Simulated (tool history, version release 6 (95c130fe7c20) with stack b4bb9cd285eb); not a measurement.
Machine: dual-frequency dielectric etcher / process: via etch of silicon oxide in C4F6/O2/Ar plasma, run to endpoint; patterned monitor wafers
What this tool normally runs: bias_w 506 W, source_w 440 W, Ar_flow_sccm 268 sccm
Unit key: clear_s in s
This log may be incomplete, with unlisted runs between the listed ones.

run	hour	bias_w	source_w	Ar_flow_sccm	wafers since the last listed run	hours since the last wet clean	hours since the last bias power generator calibration	hours since the last source power generator calibration	hours since the last Ar flow controller change	hours since the last upper electrode change	incoming incoming film thickness, nm	clear_s
1	0.0	506	440	268	0	365.1	4354.2	2279.6	4206.6	5218.8	94.3	20.1
2	8.4	506	440	268	66	373.5	4362.6	2288.0	4215.0	5227.2	96.1	20.4
3	24.3	506	440	268	126	389.4	4378.5	2303.9	4230.9	5243.1	95.6	20.3
4	36.4	474	440	292	96	401.5	4390.6	2316.0	4243.0	5255.2	95.6	20.9
5	46.4	506	440	268	79	411.5	4400.6	2326.0	4253.0	5265.2	95.7	20.4
6	56.8	506	440	268	82	421.9	4411.0	2336.4	4263.4	5275.6	95.6	20.4
7	67.7	506	440	268	86	432.8	4421.9	2347.3	4274.3	5286.5	95.8	20.2
# hour 77.7: Ar flow controller replaced
8	78.2	506	440	268	35	443.3	4432.4	2357.8	0.5	5297.0	96.9	20.8
9	94.7	506	440	268	131	459.8	4448.9	2374.3	17.0	5313.5	96.3	20.6
# hour 101.7: source power generator calibrated
10	103.6	506	440	268	38	468.7	4457.8	1.9	25.9	5322.4	96.0	20.5
11	116.3	506	440	268	101	481.4	4470.5	14.6	38.6	5335.1	94.9	20.4
12	122.8	582	520	214	51	487.9	4477.0	21.1	45.1	5341.6	96.0	18.0
# hour 138.4: bias power generator calibrated
# hour 154.1: upper electrode replaced
# hour 167.7: wet clean of the chamber
13	168.2	570	440	268	96	0.5	29.8	66.5	90.5	14.1	95.9	19.0
14	168.5	506	440	268	2	0.8	30.1	66.8	90.8	14.4	96.0	20.0
15	169.2	506	440	268	5	1.5	30.8	67.5	91.5	15.1	95.4	19.8
16	179.6	421	440	268	82	11.9	41.2	77.9	101.9	25.5	95.8	21.0
17	195.7	407	440	213	128	28.0	57.3	94.0	118.0	41.6	96.3	20.9
18	209.9	506	410	268	113	42.2	71.5	108.2	132.2	55.8	95.1	20.3

Predict the results of run 19:
19	219.8	506	340	229	78	52.1	81.4	118.1	142.1	65.7	95.7	?

{"run 19": {"clear_s": 21.6}}
Were there no unlogged condition in the tool, this run, its random variation unchanged, would have produced clear_s 21.4 s.
